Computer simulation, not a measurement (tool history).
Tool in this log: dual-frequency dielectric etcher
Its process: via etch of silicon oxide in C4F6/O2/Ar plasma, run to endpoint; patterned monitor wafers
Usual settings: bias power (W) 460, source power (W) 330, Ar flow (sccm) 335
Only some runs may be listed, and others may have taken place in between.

run   hour  bias power (W)  source power (W)  Ar flow (sccm)  incoming incoming film thickness, nm  endpoint time (s)
  1    0.0             393               330             335                                 136.9               36.6
  2   44.1             460               330             335                                 137.2               34.2
  3  103.9             460               330             335                                 138.1               34.5
  4  138.4             460               330             335                                 136.2               33.8
     191.3  -- wet clean of the chamber
  5  205.5             460               330             335                                 137.5               33.2
  6  238.9             460               330             335                                 137.2               33.2
     359.8  -- wet clean of the chamber, repeated, since the last time left the tool worse
     387.8  -- bias power generator calibrated
  7  444.8             460               330             335                                 136.0               34.7
  8  476.9             460               330             335                                 137.4               35.0

For run 9, what comes out?
     491.4  -- Ar flow controller replaced
  9  539.9             460               360             364                                 137.8                  ?

For run 9 the tool returned endpoint time (s) 34.0.
With no hidden state in the tool, this same run would have given endpoint time (s) 34.3.

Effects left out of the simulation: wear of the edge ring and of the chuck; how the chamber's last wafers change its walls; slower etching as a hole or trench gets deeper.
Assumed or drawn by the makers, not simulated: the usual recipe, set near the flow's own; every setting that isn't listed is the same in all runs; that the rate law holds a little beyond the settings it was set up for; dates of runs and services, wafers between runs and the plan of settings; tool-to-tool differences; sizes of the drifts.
